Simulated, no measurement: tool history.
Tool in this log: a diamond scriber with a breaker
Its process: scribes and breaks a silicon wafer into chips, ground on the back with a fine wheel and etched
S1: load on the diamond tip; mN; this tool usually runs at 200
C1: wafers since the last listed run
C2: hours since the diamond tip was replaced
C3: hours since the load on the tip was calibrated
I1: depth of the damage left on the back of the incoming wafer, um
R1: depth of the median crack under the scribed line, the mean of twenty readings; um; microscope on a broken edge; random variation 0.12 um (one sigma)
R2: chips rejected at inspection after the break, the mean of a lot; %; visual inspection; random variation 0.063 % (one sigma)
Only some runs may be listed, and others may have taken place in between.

run	hour	S1	C1	C2	C3	I1	R1	R2
1	0.0	200	0	777.4	1295.8	0.71	10.54	1.86
2	25.3	200	43	802.7	1321.1	0.49	10.68	2.09
# hour 41.3: load on the tip recalibrated
3	79.2	200	89	856.6	37.9	0.78	9.83	1.31
# hour 93.2: diamond tip replaced by a new one
4	143.0	200	106	49.8	101.7	0.70	9.58	1.24
5	201.4	154	100	108.2	160.1	0.50	7.53	8.13
6	245.6	154	76	152.4	204.3	0.74	7.42	8.34
7	356.1	154	190	262.9	314.8	0.76	7.58	8.16
8	388.5	222	55	295.3	347.2	0.78	10.85	2.12
9	447.7	222	102	354.5	406.4	0.59	10.77	2.36
10	504.1	222	97	410.9	462.8	0.48	10.98	2.50
11	557.5	246	92	464.3	516.2	0.53	11.95	5.04
12	590.9	246	57	497.7	549.6	0.71	12.01	5.65
13	647.2	246	97	554.0	605.9	0.40	11.86	5.02
14	688.1	236	70	594.9	646.8	0.72	11.63	3.73
15	762.6	236	128	669.4	721.3	0.65	11.75	4.24
16	972.9	158	363	879.7	931.6	0.53	7.96	4.68
# hour 979.6: diamond tip replaced by a new one
17	1154.6	158	310	175.0	1113.3	0.37	8.08	4.54
18	1207.2	184	90	227.6	1165.9	0.78	9.50	1.28
19	1260.4	146	91	280.8	1219.1	0.61	7.44	8.24
# hour 1292.6: load on the tip recalibrated
20	1306.5	229	76	326.9	13.9	0.40	10.93	2.76
21	1374.9	200	118	395.3	82.3	0.65	9.84	1.26
22	1422.9	180	82	443.3	130.3	0.36	9.15	1.79
23	1456.5	242	58	476.9	163.9	0.34	11.66	5.09
24	1506.4	244	86	526.8	213.8	0.44	11.88	5.69
25	1576.5	200	121	596.9	283.9	0.80	9.85	1.38
26	1648.4	200	124	668.8	355.8	0.60	10.06	1.26
27	1712.5	200	110	732.9	419.9	0.70	9.89	1.34
28	1756.1	227	75	776.5	463.5	0.78	11.22	3.74
29	1802.1	172	79	822.5	509.5	0.73	8.76	2.48
30	1845.2	236	74	865.6	552.6	0.41	11.45	5.25
31	1875.3	160	51	895.7	582.7	0.62	8.13	4.40
32	1937.7	177	107	958.1	645.1	0.39	9.08	1.73
33	1967.8	249	51	988.2	675.2	0.70	12.25	6.53
# hour 1971.6: diamond tip replaced by a new one
34	2032.8	257	108	61.2	740.2	0.64	12.64	7.93
35	2059.5	228	46	87.9	766.9	0.44	11.46	4.40
36	2114.6	200	95	143.0	822.0	0.32	10.17	1.59
37	2183.7	148	119	212.1	891.1	0.62	7.72	7.38
38	2237.2	259	92	265.6	944.6	0.32	13.12	9.26
39	2300.5	156	109	328.9	1007.9	0.72	7.91	4.28
40	2341.9	158	71	370.3	1049.3	0.77	8.07	4.15
41	2393.7	148	89	422.1	1101.1	0.55	7.70	6.01

Subtracting, for every run, the result it would have given without the tool's unlogged condition from the measured result gives the following. The same run-to-run variation enters both numbers; the gauge's scatter may not:
The hidden state here: share of the diamond tip's cutting effectiveness lost through wear, %; deviation of the load on the tip from its setpoint, %.
run	R1	R2
1	+0.83	+0.66
2	+0.86	+0.77
3	-0.18	+0.04
4	-0.13	+0.02
5	-0.07	+0.47
6	-0.05	+0.33
7	+0.00	-0.03
8	+0.03	+0.06
9	+0.07	+0.14
10	+0.12	+0.23
11	+0.17	+0.51
12	+0.20	+0.65
13	+0.23	+0.70
14	+0.26	+0.64
15	+0.32	+0.86
16	+0.31	-1.59
17	+0.41	-2.09
18	+0.51	-0.57
19	+0.42	-3.27
20	+0.08	+0.17
21	+0.11	+0.02
22	+0.13	-0.25
23	+0.19	+0.64
24	+0.24	+0.83
25	+0.24	+0.06
26	+0.29	+0.09
27	+0.33	+0.11
28	+0.40	+1.01
29	+0.34	-1.02
30	+0.47	+1.52
31	+0.35	-1.70
32	+0.42	-0.92
33	+0.59	+1.91
34	+0.66	+2.30
35	+0.62	+1.66
36	+0.58	+0.35
37	+0.47	-3.39
38	+0.84	+3.11
39	+0.53	-2.78
40	+0.56	-2.97
41	+0.55	-3.54

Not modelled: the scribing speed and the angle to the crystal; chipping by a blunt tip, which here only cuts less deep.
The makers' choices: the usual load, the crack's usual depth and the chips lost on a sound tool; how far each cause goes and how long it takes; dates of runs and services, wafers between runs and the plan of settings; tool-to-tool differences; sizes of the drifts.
